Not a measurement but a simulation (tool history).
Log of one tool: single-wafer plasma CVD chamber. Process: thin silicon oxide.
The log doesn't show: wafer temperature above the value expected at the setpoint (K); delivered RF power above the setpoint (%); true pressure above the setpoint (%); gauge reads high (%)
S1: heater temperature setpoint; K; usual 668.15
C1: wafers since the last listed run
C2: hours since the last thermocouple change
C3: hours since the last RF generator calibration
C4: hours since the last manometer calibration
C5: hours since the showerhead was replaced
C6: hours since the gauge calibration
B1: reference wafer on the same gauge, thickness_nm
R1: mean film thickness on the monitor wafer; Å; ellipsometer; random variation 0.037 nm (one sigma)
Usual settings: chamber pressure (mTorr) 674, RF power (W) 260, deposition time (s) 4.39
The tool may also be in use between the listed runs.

Run 1, hour 0: usual settings; C1 0; C2 895.2; C3 38.3; C4 1657.1; C5 50.1; C6 2195.4; B1 7.641. Result: R1 62.23 Å.
Run 2, hour 52.2: usual settings; C1 1879; C2 947.4; C3 90.5; C4 1709.3; C5 102.3; C6 2247.6; B1 7.639. Result: R1 62.01 Å.
At hour 98.9: capacitance manometer re-zeroed and calibrated.
Run 3, hour 110.2: usual settings; C1 1800; C2 1005.4; C3 148.5; C4 11.3; C5 160.3; C6 2305.6; B1 7.646. Result: R1 66.09 Å.
Run 4, hour 178.6: usual settings but chamber pressure (mTorr) 715; C1 2462; C2 1073.8; C3 216.9; C4 79.7; C5 228.7; C6 2374; B1 7.632. Result: R1 70.04 Å.
Run 5, hour 236.2: usual settings; C1 2073; C2 1131.4; C3 274.5; C4 137.3; C5 286.3; C6 2431.6; B1 7.642. Result: R1 64.77 Å.
Run 6, hour 295.5: usual settings; C1 2134; C2 1190.7; C3 333.8; C4 196.6; C5 345.6; C6 2490.9; B1 7.647. Result: R1 64.7 Å.
At hour 341.8: thermocouple changed; heater temperature recalibrated.
Run 7, hour 360.3: usual settings; C1 2044; C2 18.5; C3 398.6; C4 261.4; C5 410.4; C6 2555.7; B1 7.635. Result: R1 64.2 Å.
Run 8, hour 417.2: usual settings but chamber pressure (mTorr) 586, RF power (W) 305; C1 2048; C2 75.4; C3 455.5; C4 318.3; C5 467.3; C6 2612.6; B1 7.639. Result: R1 60.7 Å.
Run 9, hour 463.1: usual settings but chamber pressure (mTorr) 801, RF power (W) 295, deposition time (s) 3.82; C1 1652; C2 121.3; C3 501.4; C4 364.2; C5 513.2; C6 2658.5; B1 7.628. Result: R1 69.47 Å.
Run 10, hour 534.8: usual settings but S1 682.15 K, RF power (W) 295, deposition time (s) 4.74; C1 2581; C2 193; C3 573.1; C4 435.9; C5 584.9; C6 2730.2; B1 7.641. Result: R1 72.89 Å.
Run 11, hour 572.5: usual settings; C1 1357; C2 230.7; C3 610.8; C4 473.6; C5 622.6; C6 2767.9; B1 7.645. Result: R1 62.55 Å.
Run 12, hour 613.5: usual settings but S1 655.15 K, chamber pressure (mTorr) 836, RF power (W) 295; C1 1476; C2 271.7; C3 651.8; C4 514.6; C5 663.6; C6 2808.9; B1 7.645. Result: R1 83.63 Å.
Run 13, hour 645.3: usual settings; C1 1144; C2 303.5; C3 683.6; C4 546.4; C5 695.4; C6 2840.7; B1 7.63. Result: R1 62.56 Å.
At hour 652.6: gauge calibrated.
Run 14, hour 680.2: usual settings; C1 1256; C2 338.4; C3 718.5; C4 581.3; C5 730.3; C6 27.6; B1 7.628. Result: R1 62.63 Å.
Run 15, hour 721.7: usual settings; C1 1494; C2 379.9; C3 760; C4 622.8; C5 771.8; C6 69.1; B1 7.638. Result: R1 62.1 Å.
Run 16, hour 767.3: usual settings; C1 1641; C2 425.5; C3 805.6; C4 668.4; C5 817.4; C6 114.7; B1 7.644. Result: R1 62.27 Å.
Run 17, hour 834: usual settings but S1 657.15 K, chamber pressure (mTorr) 517, RF power (W) 225; C1 2401; C2 492.2; C3 872.3; C4 735.1; C5 884.1; C6 181.4; B1 7.655. Result: R1 43.78 Å.
Run 18, hour 871.3: usual settings; C1 1342; C2 529.5; C3 909.6; C4 772.4; C5 921.4; C6 218.7; B1 7.639. Result: R1 61.56 Å.
Run 19, hour 933.1: usual settings but RF power (W) 225; C1 2224; C2 591.3; C3 971.4; C4 834.2; C5 983.2; C6 280.5; B1 7.639. Result: R1 56.38 Å.
Run 20, hour 958.8: usual settings; C1 925; C2 617; C3 997.1; C4 859.9; C5 1008.9; C6 306.2; B1 7.645. Result: R1 61.52 Å.
Run 21, hour 1020.7: usual settings but chamber pressure (mTorr) 768; C1 2228; C2 678.9; C3 1059; C4 921.8; C5 1070.8; C6 368.1; B1 7.648. Result: R1 69.33 Å.
Run 22, hour 1055.2: usual settings but chamber pressure (mTorr) 522, deposition time (s) 4.8; C1 1242; C2 713.4; C3 1093.5; C4 956.3; C5 1105.3; C6 402.6; B1 7.645. Result: R1 51.84 Å.
Run 23, hour 1097.6: usual settings but S1 656.15 K, chamber pressure (mTorr) 602; C1 1526; C2 755.8; C3 1135.9; C4 998.7; C5 1147.7; C6 445; B1 7.639. Result: R1 55.38 Å.
Run 24, hour 1158.3: usual settings but S1 656.15 K, chamber pressure (mTorr) 517, RF power (W) 300; C1 2185; C2 816.5; C3 1196.6; C4 1059.4; C5 1208.4; C6 505.7; B1 7.637. Result: R1 50.9 Å.
Run 25, hour 1189.9: usual settings but S1 679.15 K, chamber pressure (mTorr) 616, RF power (W) 285; C1 1137; C2 848.1; C3 1228.2; C4 1091; C5 1240; C6 537.3; B1 7.637. Result: R1 57.54 Å.
At hour 1202.9: RF generator calibrated.
Run 26, hour 1261.1: usual settings but chamber pressure (mTorr) 793, deposition time (s) 3.75; C1 2275; C2 919.3; C3 58.2; C4 1162.2; C5 1311.2; C6 608.5; B1 7.645. Result: R1 62.73 Å.
Run 27, hour 1320.4: usual settings but S1 675.15 K, chamber pressure (mTorr) 799, RF power (W) 305, deposition time (s) 5.18; C1 2134; C2 978.6; C3 117.5; C4 1221.5; C5 1370.5; C6 667.8; B1 7.637. Result: R1 94.48 Å.
Run 28, hour 1380.5: usual settings but S1 656.15 K, RF power (W) 275; C1 2163; C2 1038.7; C3 177.6; C4 1281.6; C5 1430.6; C6 727.9; B1 7.633. Result: R1 64.29 Å.

Forecast each of these 5 alternatives for the next run:
Run A, hour 1380.9: usual settings but S1 682.15 K; C1 14; C2 1039.1; C3 178; C4 1282; C5 1431; C6 728.3; B1 ?. Result: R1 ?.
Run B, hour 1380.9: usual settings but S1 655.15 K, deposition time (s) 5.17; C1 14; C2 1039.1; C3 178; C4 1282; C5 1431; C6 728.3; B1 ?. Result: R1 ?.
Run C, hour 1380.9: usual settings but deposition time (s) 3.86; C1 14; C2 1039.1; C3 178; C4 1282; C5 1431; C6 728.3; B1 ?. Result: R1 ?.
Run D, hour 1380.9: usual settings but chamber pressure (mTorr) 725; C1 14; C2 1039.1; C3 178; C4 1282; C5 1431; C6 728.3; B1 ?. Result: R1 ?.
Run E, hour 1380.9: usual settings but chamber pressure (mTorr) 742, RF power (W) 235, deposition time (s) 4.91; C1 14; C2 1039.1; C3 178; C4 1282; C5 1431; C6 728.3; B1 ?. Result: R1 ?.

run     B1     R1
  A  7.641  61.65
  B  7.641  73.79
  C  7.641  54.68
  D  7.641  66.94
  E  7.641  72.03
Without the tool's hidden state the same runs would have given:
run     R1
  A  66.08
  B   79.1
  C  58.61
  D  71.58
  E  77.08
